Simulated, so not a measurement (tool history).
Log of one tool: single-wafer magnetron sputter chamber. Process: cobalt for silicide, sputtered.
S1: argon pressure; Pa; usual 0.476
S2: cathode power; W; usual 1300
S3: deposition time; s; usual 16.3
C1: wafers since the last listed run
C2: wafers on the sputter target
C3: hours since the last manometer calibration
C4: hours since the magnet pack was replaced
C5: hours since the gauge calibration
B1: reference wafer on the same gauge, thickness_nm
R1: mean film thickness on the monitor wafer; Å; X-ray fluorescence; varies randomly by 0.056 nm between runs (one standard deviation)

Run 1, day 0.000: usual settings; C1 0; C2 13944; C3 1740.0; C4 6779.9; C5 848.5; B1 10.101. Result: R1 101.25 Å.
Run 2, day 2.612: usual settings; C1 1910; C2 15855; C3 1802.7; C4 6842.6; C5 911.2; B1 10.077. Result: R1 101.87 Å.
Run 3, day 5.462: usual settings; C1 2084; C2 17939; C3 1871.1; C4 6911.0; C5 979.6; B1 10.115. Result: R1 101.20 Å.
At day 8.296: sputter target and shields replaced.
Run 4, day 8.621: usual settings; C1 2065; C2 238; C3 1946.9; C4 6986.8; C5 1055.4; B1 10.093. Result: R1 101.51 Å.
Run 5, day 10.188: usual settings; C1 1145; C2 1384; C3 1984.5; C4 7024.4; C5 1093.0; B1 10.121. Result: R1 101.51 Å.
Run 6, day 13.179: usual settings; C1 2187; C2 3572; C3 2056.3; C4 7096.2; C5 1164.8; B1 10.096. Result: R1 101.66 Å.
Run 7, day 15.538: usual settings; C1 1724; C2 5296; C3 2112.9; C4 7152.8; C5 1221.4; B1 10.100. Result: R1 101.12 Å.
Run 8, day 18.175: usual settings but S2 1050 W; C1 1928; C2 7225; C3 2176.2; C4 7216.1; C5 1284.7; B1 10.095. Result: R1 81.13 Å.
Run 9, day 20.504: usual settings; C1 1703; C2 8928; C3 2232.1; C4 7272.0; C5 1340.6; B1 10.104. Result: R1 101.38 Å.
At day 21.321: magnet pack replaced.
Run 10, day 26.562: usual settings; C1 4186; C2 13115; C3 2377.5; C4 125.8; C5 1486.0; B1 10.110. Result: R1 101.55 Å.
Run 11, day 28.675: usual settings; C1 1544; C2 14659; C3 2428.2; C4 176.5; C5 1536.7; B1 10.070. Result: R1 101.89 Å.
Run 12, day 30.375: usual settings; C1 1243; C2 15903; C3 2469.0; C4 217.3; C5 1577.5; B1 10.085. Result: R1 101.08 Å.
Run 13, day 33.879: usual settings; C1 2562; C2 18465; C3 2553.1; C4 301.4; C5 1661.6; B1 10.122. Result: R1 102.52 Å.
Run 14, day 35.612: usual settings but S2 1400 W, S3 19.5 s; C1 1267; C2 19733; C3 2594.7; C4 343.0; C5 1703.2; B1 10.116. Result: R1 131.91 Å.
At day 38.042: sputter target and shields replaced.
At day 38.046: gauge calibrated.
Run 15, day 38.062: usual settings; C1 1547; C2 16; C3 2653.5; C4 401.8; C5 0.4; B1 10.114. Result: R1 103.41 Å.
Run 16, day 42.492: usual settings but S1 0.323 Pa; C1 3238; C2 3255; C3 2759.8; C4 508.1; C5 106.7; B1 10.103. Result: R1 106.95 Å.
Run 17, day 46.254: usual settings but S2 950 W, S3 13.7 s; C1 2751; C2 6006; C3 2850.1; C4 598.4; C5 197.0; B1 10.067. Result: R1 62.81 Å.
Run 18, day 50.504: usual settings but S1 0.388 Pa, S3 14.6 s; C1 3107; C2 9114; C3 2952.1; C4 700.4; C5 299.0; B1 10.098. Result: R1 95.29 Å.
At day 53.433: capacitance manometer re-zeroed and calibrated.
Run 19, day 53.488: usual settings but S2 1600 W; C1 1937; C2 11052; C3 1.3; C4 772.0; C5 370.6; B1 10.109. Result: R1 124.35 Å.
Run 20, day 55.600: usual settings; C1 1544; C2 12596; C3 52.0; C4 822.7; C5 421.3; B1 10.128. Result: R1 100.20 Å.
Run 21, day 57.767: usual settings but S2 1600 W, S3 14.4 s; C1 1584; C2 14181; C3 104.0; C4 874.7; C5 473.3; B1 10.091. Result: R1 109.86 Å.
Run 22, day 62.092: usual settings but S3 19.1 s; C1 3162; C2 17344; C3 207.8; C4 978.5; C5 577.1; B1 10.081. Result: R1 117.40 Å.
Run 23, day 63.700: usual settings but S2 1000 W; C1 1176; C2 18520; C3 246.4; C4 1017.1; C5 615.7; B1 10.102. Result: R1 77.39 Å.
Run 24, day 65.508: usual settings but S1 0.397 Pa, S2 1600 W, S3 14.4 s; C1 1322; C2 19842; C3 289.8; C4 1060.5; C5 659.1; B1 10.093. Result: R1 112.40 Å.
At day 66.146: sputter target and shields replaced.
Run 25, day 68.338: usual settings but S1 0.304 Pa, S2 1100 W, S3 19.2 s; C1 1825; C2 1602; C3 357.7; C4 1128.4; C5 727.0; B1 10.094. Result: R1 105.49 Å.
Run 26, day 70.938: usual settings but S3 13.1 s; C1 1901; C2 3504; C3 420.1; C4 1190.8; C5 789.4; B1 10.088. Result: R1 81.02 Å.
Run 27, day 74.000: usual settings; C1 2239; C2 5743; C3 493.6; C4 1264.3; C5 862.9; B1 10.118. Result: R1 100.28 Å.
Run 28, day 78.183: usual settings but S2 1400 W, S3 15.2 s; C1 3059; C2 8802; C3 594.0; C4 1364.7; C5 963.3; B1 10.095. Result: R1 100.62 Å.
Run 29, day 81.712: usual settings but S1 0.335 Pa; C1 2580; C2 11383; C3 678.7; C4 1449.4; C5 1048.0; B1 10.101. Result: R1 105.88 Å.
Run 30, day 83.892: usual settings but S2 1600 W, S3 14.4 s; C1 1593; C2 12977; C3 731.0; C4 1501.7; C5 1100.3; B1 10.079. Result: R1 109.70 Å.
Run 31, day 86.771: usual settings but S3 19.1 s; C1 2105; C2 15082; C3 800.1; C4 1570.8; C5 1169.4; B1 10.075. Result: R1 118.75 Å.
Run 32, day 90.804: usual settings but S1 0.577 Pa, S2 1450 W, S3 14.1 s; C1 2949; C2 18031; C3 896.9; C4 1667.6; C5 1266.2; B1 10.108. Result: R1 94.03 Å.
Run 33, day 93.792: usual settings; C1 2184; C2 20216; C3 968.6; C4 1739.3; C5 1337.9; B1 10.099. Result: R1 100.35 Å.
At day 95.371: sputter target and shields replaced.
Run 34, day 99.517: usual settings but S2 1550 W; C1 3942; C2 3031; C3 1106.0; C4 1876.7; C5 1475.3; B1 10.072. Result: R1 119.94 Å.

The tool's hidden state at each run:
deposition rate above that of a new target (%): 0 at every run
gauge reads high (%): 0 at every run
H1: true argon pressure above the setpoint (%)
run      H1
  1   -5.92
  2   -6.32
  3   -6.77
  4   -7.29
  5   -7.55
  6   -8.07
  7    -8.5
  8   -8.99
  9   -9.43
 10   -10.6
 11   -11.1
 12   -11.4
 13   -12.2
 14   -12.6
 15   -13.1
 16   -14.2
 17   -15.1
 18   -16.1
 19  -0.993
 20  -0.998
 21   -1.01
 22   -1.07
 23    -1.1
 24   -1.14
 25   -1.22
 26   -1.31
 27   -1.43
 28   -1.63
 29   -1.82
 30   -1.95
 31   -2.14
 32   -2.44
 33   -2.68
 34   -3.19
